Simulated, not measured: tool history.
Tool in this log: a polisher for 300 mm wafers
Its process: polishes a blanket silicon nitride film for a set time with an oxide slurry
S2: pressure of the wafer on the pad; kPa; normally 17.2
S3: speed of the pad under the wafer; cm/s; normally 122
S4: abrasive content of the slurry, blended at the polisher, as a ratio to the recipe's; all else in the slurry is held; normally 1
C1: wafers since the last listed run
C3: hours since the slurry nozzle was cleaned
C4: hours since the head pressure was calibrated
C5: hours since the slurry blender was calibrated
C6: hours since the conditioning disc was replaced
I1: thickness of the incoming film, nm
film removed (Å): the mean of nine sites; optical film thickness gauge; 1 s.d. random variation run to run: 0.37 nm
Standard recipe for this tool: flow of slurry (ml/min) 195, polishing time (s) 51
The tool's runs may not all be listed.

{"run": 1, "day": 0.0, "flow of slurry (ml/min)": 195, "S2": 17.2, "S3": 122, "S4": 1, "polishing time (s)": 51, "C1": 0, "wafers polished on this pad": 1660, "C3": 39.4, "C4": 234.6, "C5": 277.1, "C6": 39.7, "I1": 480.1, "film removed (Å)": 279}
{"run": 2, "day": 1.871, "flow of slurry (ml/min)": 195, "S2": 17.2, "S3": 122, "S4": 1, "polishing time (s)": 51, "C1": 570, "wafers polished on this pad": 2231, "C3": 84.3, "C4": 279.5, "C5": 322, "C6": 84.6, "I1": 488.6, "film removed (Å)": 274}
{"day": 4.562, "done": "slurry blender recalibrated"}
{"run": 3, "day": 5.442, "flow of slurry (ml/min)": 195, "S2": 17.2, "S3": 122, "S4": 1, "polishing time (s)": 51, "C1": 1064, "wafers polished on this pad": 3295, "C3": 170, "C4": 365.2, "C5": 21.1, "C6": 170.3, "I1": 480.9, "film removed (Å)": 307}
{"run": 4, "day": 8.896, "flow of slurry (ml/min)": 195, "S2": 17.2, "S3": 122, "S4": 1, "polishing time (s)": 51, "C1": 1054, "wafers polished on this pad": 4349, "C3": 252.9, "C4": 448.1, "C5": 104, "C6": 253.2, "I1": 490.3, "film removed (Å)": 293}
{"day": 10.5, "done": "head pressure recalibrated"}
{"run": 5, "day": 10.583, "flow of slurry (ml/min)": 195, "S2": 17.2, "S3": 122, "S4": 1, "polishing time (s)": 51, "C1": 489, "wafers polished on this pad": 4839, "C3": 293.4, "C4": 2, "C5": 144.5, "C6": 293.7, "I1": 487.1, "film removed (Å)": 286}
{"day": 12.279, "done": "worn pad replaced by a new one"}
{"day": 12.496, "done": "conditioning disc replaced and pad reconditioned"}
{"run": 6, "day": 12.912, "flow of slurry (ml/min)": 195, "S2": 17.2, "S3": 122, "S4": 1, "polishing time (s)": 51, "C1": 634, "wafers polished on this pad": 167, "C3": 349.3, "C4": 57.9, "C5": 200.4, "C6": 10, "I1": 479.4, "film removed (Å)": 278}
{"run": 7, "day": 14.929, "flow of slurry (ml/min)": 195, "S2": 17.2, "S3": 122, "S4": 1, "polishing time (s)": 51, "C1": 615, "wafers polished on this pad": 783, "C3": 397.7, "C4": 106.3, "C5": 248.8, "C6": 58.4, "I1": 474.4, "film removed (Å)": 281}
{"day": 15.225, "done": "slurry nozzle cleaned"}
{"run": 8, "day": 16.642, "flow of slurry (ml/min)": 195, "S2": 17.2, "S3": 122, "S4": 1, "polishing time (s)": 51, "C1": 509, "wafers polished on this pad": 1293, "C3": 34, "C4": 147.4, "C5": 289.9, "C6": 99.5, "I1": 474.7, "film removed (Å)": 277}
{"run": 9, "day": 20.688, "flow of slurry (ml/min)": 195, "S2": 17.2, "S3": 122, "S4": 1, "polishing time (s)": 51, "C1": 1234, "wafers polished on this pad": 2527, "C3": 131.1, "C4": 244.5, "C5": 387, "C6": 196.6, "I1": 480.6, "film removed (Å)": 274}
{"day": 23.592, "done": "slurry blender recalibrated"}
{"run": 10, "day": 24.012, "flow of slurry (ml/min)": 195, "S2": 12.4, "S3": 122, "S4": 1.15, "polishing time (s)": 51, "C1": 989, "wafers polished on this pad": 3517, "C3": 210.9, "C4": 324.3, "C5": 10.1, "C6": 276.4, "I1": 475.3, "film removed (Å)": 241}
{"day": 26.1, "done": "conditioning disc replaced and pad reconditioned"}
{"run": 11, "day": 26.121, "flow of slurry (ml/min)": 195, "S2": 17.2, "S3": 122, "S4": 1, "polishing time (s)": 51, "C1": 617, "wafers polished on this pad": 4135, "C3": 261.5, "C4": 374.9, "C5": 60.7, "C6": 0.5, "I1": 481, "film removed (Å)": 297}
{"day": 27.312, "done": "worn pad replaced by a new one"}
{"run": 12, "day": 28.179, "flow of slurry (ml/min)": 195, "S2": 17.2, "S3": 122, "S4": 1, "polishing time (s)": 51, "C1": 577, "wafers polished on this pad": 264, "C3": 310.9, "C4": 424.3, "C5": 110.1, "C6": 49.9, "I1": 474.7, "film removed (Å)": 290}
{"day": 29.212, "done": "head pressure recalibrated"}
{"run": 13, "day": 30.183, "flow of slurry (ml/min)": 170, "S2": 13.8, "S3": 122, "S4": 1.15, "polishing time (s)": 51, "C1": 586, "wafers polished on this pad": 850, "C3": 359, "C4": 23.3, "C5": 158.2, "C6": 98, "I1": 481.9, "film removed (Å)": 239}
{"day": 33.471, "done": "slurry nozzle cleaned"}
{"run": 14, "day": 34.304, "flow of slurry (ml/min)": 195, "S2": 17.2, "S3": 122, "S4": 1, "polishing time (s)": 51, "C1": 1244, "wafers polished on this pad": 2095, "C3": 20, "C4": 122.2, "C5": 257.1, "C6": 196.9, "I1": 472.1, "film removed (Å)": 275}
{"run": 15, "day": 37.321, "flow of slurry (ml/min)": 195, "S2": 17.2, "S3": 122, "S4": 1, "polishing time (s)": 51, "C1": 920, "wafers polished on this pad": 3015, "C3": 92.4, "C4": 194.6, "C5": 329.5, "C6": 269.3, "I1": 469.7, "film removed (Å)": 266}
{"day": 40.908, "done": "worn pad replaced by a new one"}
{"day": 40.929, "done": "slurry blender recalibrated"}
{"day": 41.529, "done": "conditioning disc replaced and pad reconditioned"}
{"day": 45.883, "done": "head pressure recalibrated"}
{"day": 47.446, "done": "slurry nozzle cleaned"}
{"run": 16, "day": 49.942, "flow of slurry (ml/min)": 155, "S2": 17.2, "S3": 122, "S4": 1, "polishing time (s)": 60, "C1": 3731, "wafers polished on this pad": 2687, "C3": 59.9, "C4": 97.4, "C5": 216.3, "C6": 201.9, "I1": 489.5, "film removed (Å)": 325}
{"run": 17, "day": 52.754, "flow of slurry (ml/min)": 195, "S2": 17.2, "S3": 112, "S4": 1, "polishing time (s)": 51, "C1": 858, "wafers polished on this pad": 3545, "C3": 127.4, "C4": 164.9, "C5": 283.8, "C6": 269.4, "I1": 483, "film removed (Å)": 260}
{"run": 18, "day": 55.129, "flow of slurry (ml/min)": 195, "S2": 17.2, "S3": 92, "S4": 1, "polishing time (s)": 51, "C1": 724, "wafers polished on this pad": 4270, "C3": 184.4, "C4": 221.9, "C5": 340.8, "C6": 326.4, "I1": 485.2, "film removed (Å)": 218}
{"day": 55.762, "done": "conditioning disc replaced and pad reconditioned"}
{"day": 56.633, "done": "worn pad replaced by a new one"}
{"day": 62.083, "done": "slurry blender recalibrated"}
{"day": 66.129, "done": "slurry nozzle cleaned"}
{"run": 19, "day": 66.312, "flow of slurry (ml/min)": 195, "S2": 17.2, "S3": 138, "S4": 1, "polishing time (s)": 51, "C1": 3298, "wafers polished on this pad": 2915, "C3": 4.4, "C4": 490.3, "C5": 101.5, "C6": 253.2, "I1": 476.9, "film removed (Å)": 325}
{"day": 67.512, "done": "head pressure recalibrated"}
{"run": 20, "day": 70.542, "flow of slurry (ml/min)": 195, "S2": 17.2, "S3": 122, "S4": 1, "polishing time (s)": 51, "C1": 1265, "wafers polished on this pad": 4181, "C3": 105.9, "C4": 72.7, "C5": 203, "C6": 354.7, "I1": 489.5, "film removed (Å)": 276}
{"day": 71.558, "done": "worn pad replaced by a new one"}
{"day": 71.704, "done": "conditioning disc replaced and pad reconditioned"}
{"run": 21, "day": 74.079, "flow of slurry (ml/min)": 155, "S2": 17.2, "S3": 122, "S4": 1, "polishing time (s)": 51, "C1": 1003, "wafers polished on this pad": 743, "C3": 190.8, "C4": 157.6, "C5": 287.9, "C6": 57, "I1": 478.2, "film removed (Å)": 260}
{"run": 22, "day": 75.75, "flow of slurry (ml/min)": 215, "S2": 14.5, "S3": 122, "S4": 1.25, "polishing time (s)": 36, "C1": 509, "wafers polished on this pad": 1253, "C3": 230.9, "C4": 197.7, "C5": 328, "C6": 97.1, "I1": 489.1, "film removed (Å)": 179}
{"run": 23, "day": 77.683, "flow of slurry (ml/min)": 195, "S2": 11.7, "S3": 98, "S4": 0.8, "polishing time (s)": 38, "C1": 590, "wafers polished on this pad": 1843, "C3": 277.3, "C4": 244.1, "C5": 374.4, "C6": 143.5, "I1": 478, "film removed (Å)": 100}

For each run, what was the tool's unlogged condition?
removal rate lost through wear of the pad, %: 0 across all the runs
slurry flow missing at the pad, %: 0 across all the runs
deviation of the head's pressure from its setpoint, %: 0 across all the runs
time polished since the conditioner stopped cutting, s: 0 across all the runs
H1: abrasive missing from the slurry, %
run=1 H1=22
run=2 H1=23
run=3 H1=3.53
run=4 H1=13.1
run=5 H1=16.2
run=6 H1=19.2
run=7 H1=21.1
run=8 H1=22.3
run=9 H1=24.1
run=10 H1=4.66
run=11 H1=11.6
run=12 H1=16.5
run=13 H1=19.9
run=14 H1=24.2
run=15 H1=26
run=16 H1=20.2
run=17 H1=22.4
run=18 H1=23.6
run=19 H1=15.9
run=20 H1=22.4
run=21 H1=25.2
run=22 H1=26.1
run=23 H1=26.9
